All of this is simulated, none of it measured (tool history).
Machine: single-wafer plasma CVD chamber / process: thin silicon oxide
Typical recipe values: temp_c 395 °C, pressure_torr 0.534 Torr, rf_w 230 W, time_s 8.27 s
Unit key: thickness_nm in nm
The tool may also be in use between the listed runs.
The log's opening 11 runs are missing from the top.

run     day  temp_c  pressure_torr  rf_w  time_s  wafers since the last listed run  hours since the last thermocouple change  hours since the last RF generator calibration  hours since the last manometer calibration  hours since the showerhead was replaced  hours since the gauge calibration  read-back reference wafer on the same gauge, thickness_nm  thickness_nm
     30.096  -- showerhead replaced
 12  30.212     395          0.534   220    8.27                              3187                                     130.4                                         1076.0                                      1839.4                                      2.8                               91.0                                                      8.561         8.730
 13  32.479     395          0.534   230    8.27                              2914                                     184.8                                         1130.4                                      1893.8                                     57.2                              145.4                                                      8.608         8.984
 14  35.638     395          0.452   260    8.27                              4060                                     260.6                                         1206.2                                      1969.6                                    133.0                              221.2                                                      8.613         8.182
 15  39.608     395          0.534   230    8.27                              5105                                     355.9                                         1301.5                                      2064.9                                    228.3                              316.5                                                      8.656         9.010
 16  43.546     386          0.534   230    9.64                              5062                                     450.4                                         1396.0                                      2159.4                                    322.8                              411.0                                                      8.691        10.630
 17  46.612     399          0.412   255    9.53                              3942                                     524.0                                         1469.6                                      2233.0                                    396.4                              484.6                                                      8.716         8.494
     47.675  -- capacitance manometer re-zeroed and calibrated
 18  48.404     395          0.603   230    6.67                              1874                                     567.0                                         1512.6                                        17.5                                    439.4                              527.6                                                      8.699         8.293
 19  50.525     399          0.616   190    7.08                              2726                                     617.9                                         1563.5                                        68.4                                    490.3                              578.5                                                      8.677         7.974
     52.633  -- RF generator calibrated
 20  54.662     395          0.534   205    8.27                              4890                                     717.2                                           48.7                                       167.7                                    589.6                              677.8                                                      8.733         8.537
 21  56.896     395          0.534   230    8.27                              2871                                     770.8                                          102.3                                       221.3                                    643.2                              731.4                                                      8.716         9.078
 22  60.296     406          0.534   230    6.63                              4371                                     852.4                                          183.9                                       302.9                                    724.8                              813.0                                                      8.704         7.246
 23  62.250     407          0.443   190    9.07                              2512                                     899.3                                          230.8                                       349.8                                    771.7                              859.9                                                      8.721         7.394
 24  65.800     395          0.631   270    9.35                              4564                                     984.5                                          316.0                                       435.0                                    856.9                              945.1                                                      8.724        13.282
 25  67.338     395          0.646   230    8.27                              1976                                    1021.4                                          352.9                                       471.9                                    893.8                              982.0                                                      8.755        11.207
 26  69.788     406          0.534   230    8.27                              3149                                    1080.2                                          411.7                                       530.7                                    952.6                             1040.8                                                      8.757         9.116
 27  72.138     395          0.534   230    7.29                              3021                                    1136.6                                          468.1                                       587.1                                   1009.0                             1097.2                                                      8.741         8.143
 28  75.475     405          0.534   230    9.02                              4290                                    1216.7                                          548.2                                       667.2                                   1089.1                             1177.3                                                      8.739         9.867
 29  77.079     405          0.534   230    9.02                              2062                                    1255.2                                          586.7                                       705.7                                   1127.6                             1215.8                                                      8.762         9.933
 30  83.938     395          0.534   230    8.27                              8817                                    1419.8                                          751.3                                       870.3                                   1292.2                             1380.4                                                      8.753         9.220

Below are 3 alternative next runs, each starting from the tool's condition after run 30. Predict each:
  A  83.954     395          0.577   230    8.27                                21                                    1420.2                                          751.7                                       870.7                                   1292.6                             1380.8                                                          ?             ?
  B  83.954     395          0.534   230    7.30                                21                                    1420.2                                          751.7                                       870.7                                   1292.6                             1380.8                                                          ?             ?
  C  83.954     382          0.606   255    9.71                                21                                    1420.2                                          751.7                                       870.7                                   1292.6                             1380.8                                                          ?             ?

run  read-back reference wafer on the same gauge, thickness_nm  thickness_nm
  A                                                      8.760         9.904
  B                                                      8.760         8.091
  C                                                      8.760        12.998
With no hidden state in the tool, these same runs would have given:
run  thickness_nm
  A         9.608
  B         7.848
  C        12.609

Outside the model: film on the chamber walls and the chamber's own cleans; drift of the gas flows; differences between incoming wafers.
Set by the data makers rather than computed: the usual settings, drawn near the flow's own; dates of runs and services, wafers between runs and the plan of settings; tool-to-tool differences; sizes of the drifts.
